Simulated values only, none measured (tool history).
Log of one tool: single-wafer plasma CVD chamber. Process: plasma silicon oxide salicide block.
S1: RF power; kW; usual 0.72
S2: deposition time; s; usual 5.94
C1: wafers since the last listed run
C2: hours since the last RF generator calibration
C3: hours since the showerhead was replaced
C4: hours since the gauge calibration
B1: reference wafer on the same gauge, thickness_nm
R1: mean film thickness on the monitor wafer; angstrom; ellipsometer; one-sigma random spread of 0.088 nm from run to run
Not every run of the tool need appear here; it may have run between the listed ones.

run 1 hour=0 | S1=0.815 S2=5.94 | C1=0 C2=1789.3 C3=3062.2 C4=134.6 | B1=47.987 | R1=601.25
run 2 hour=11.5 | S1=0.815 S2=5.94 | C1=302 C2=1800.8 C3=3073.7 C4=146.1 | B1=47.946 | R1=601
run 3 hour=17.7 | S1=0.815 S2=5.94 | C1=162 C2=1807 C3=3079.9 C4=152.3 | B1=47.942 | R1=602.08
run 4 hour=35.5 | S1=0.61 S2=5.94 | C1=467 C2=1824.8 C3=3097.7 C4=170.1 | B1=47.911 | R1=556.84
run 5 hour=49.2 | S1=0.61 S2=5.94 | C1=359 C2=1838.5 C3=3111.4 C4=183.8 | B1=47.87 | R1=556.56
-- hour=71.8 showerhead replaced
run 6 hour=72.3 | S1=0.72 S2=5.94 | C1=396 C2=1861.6 C3=0.5 C4=206.9 | B1=47.842 | R1=581.67
-- hour=76.2 gauge calibrated
run 7 hour=84.2 | S1=0.72 S2=5.94 | C1=312 C2=1873.5 C3=12.4 C4=8 | B1=48.188 | R1=586.17
run 8 hour=91.1 | S1=0.855 S2=6.31 | C1=181 C2=1880.4 C3=19.3 C4=14.9 | B1=48.176 | R1=649.46

For run 9, what comes out?
run 9 hour=123.1 | S1=0.72 S2=4.95 | C1=840 C2=1912.4 C3=51.3 C4=46.9 | B1=? | R1=?

{"run 9": {"B1": 48.093, "R1": 486.63}}
On a tool with no hidden condition, and with the same random variation, this run would have come out at R1 487.54 angstrom.
